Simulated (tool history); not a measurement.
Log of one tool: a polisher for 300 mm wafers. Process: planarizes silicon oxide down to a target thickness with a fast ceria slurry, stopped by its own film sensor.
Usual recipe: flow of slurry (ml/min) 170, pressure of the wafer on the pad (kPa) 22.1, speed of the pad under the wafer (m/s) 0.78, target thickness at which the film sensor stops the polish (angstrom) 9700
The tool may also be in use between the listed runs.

run,hour,flow of slurry (ml/min),pressure of the wafer on the pad (kPa),speed of the pad under the wafer (m/s),target thickness at which the film sensor stops the polish (angstrom),wafers since the last listed run,wafers polished on this pad,hours since the slurry nozzle was cleaned,hours since the head pressure was calibrated,"incoming thickness of the incoming film, nm",time until the film sensor stopped the polish (s)
1,0.0,170,22.1,0.90,9700,0,3,140.7,238.9,1606.5,38.3
2,14.0,170,22.1,0.90,9700,173,176,154.7,252.9,1572.4,35.5
3,20.5,170,22.1,0.90,9700,80,256,161.2,259.4,1589.6,36.6
4,33.9,170,20.0,0.78,8830,165,422,174.6,272.8,1604.2,52.1
5,44.5,170,22.1,0.78,10790,131,553,185.2,283.4,1578.0,33.8
# hour 58.8: worn pad replaced by a new one
6,60.9,170,22.1,0.78,10790,153,25,201.6,299.8,1571.2,33.7
7,74.9,170,22.1,0.78,10790,173,199,215.6,313.8,1601.9,36.0
8,86.8,230,22.1,1.04,9130,147,346,227.5,325.7,1579.3,33.6
# hour 104.7: worn pad replaced by a new one
# hour 104.7: head pressure recalibrated
# hour 106.1: slurry nozzle cleaned
9,106.6,195,24.1,0.66,9700,207,10,0.5,1.9,1601.0,43.7
10,114.7,170,22.1,0.66,9700,100,110,8.6,10.0,1586.4,46.0
11,124.6,170,22.1,0.78,9700,122,233,18.5,19.9,1589.2,40.9
12,141.4,170,22.1,0.78,9700,207,441,35.3,36.7,1589.8,40.8
13,147.7,230,22.1,0.92,10390,77,519,41.6,43.0,1633.8,32.3
14,157.1,170,22.1,0.78,11840,116,635,51.0,52.4,1598.9,27.1
# hour 163.7: worn pad replaced by a new one
15,164.8,170,22.1,0.78,10690,45,13,58.7,60.1,1581.6,33.4

Branching from run 15: 5 alternative next runs. What would each branch give?
A,165.2,170,22.1,1.04,9700,4,18,59.1,60.5,1620.0,?
B,165.2,170,22.1,0.78,11480,4,18,59.1,60.5,1620.0,?
C,165.2,170,27.6,0.62,7500,4,18,59.1,60.5,1620.0,?
D,165.2,135,24.8,0.58,8330,4,18,59.1,60.5,1620.0,?
E,165.2,135,26.9,0.78,9700,4,18,59.1,60.5,1620.0,?

run,time until the film sensor stopped the polish (s)
A,32.8
B,30.8
C,60.2
D,64.6
E,39.2
Take away the tool's hidden state, keep each run's random variation, and the runs would have read:
run,time until the film sensor stopped the polish (s)
A,32.6
B,30.6
C,59.8
D,64.1
E,38.9

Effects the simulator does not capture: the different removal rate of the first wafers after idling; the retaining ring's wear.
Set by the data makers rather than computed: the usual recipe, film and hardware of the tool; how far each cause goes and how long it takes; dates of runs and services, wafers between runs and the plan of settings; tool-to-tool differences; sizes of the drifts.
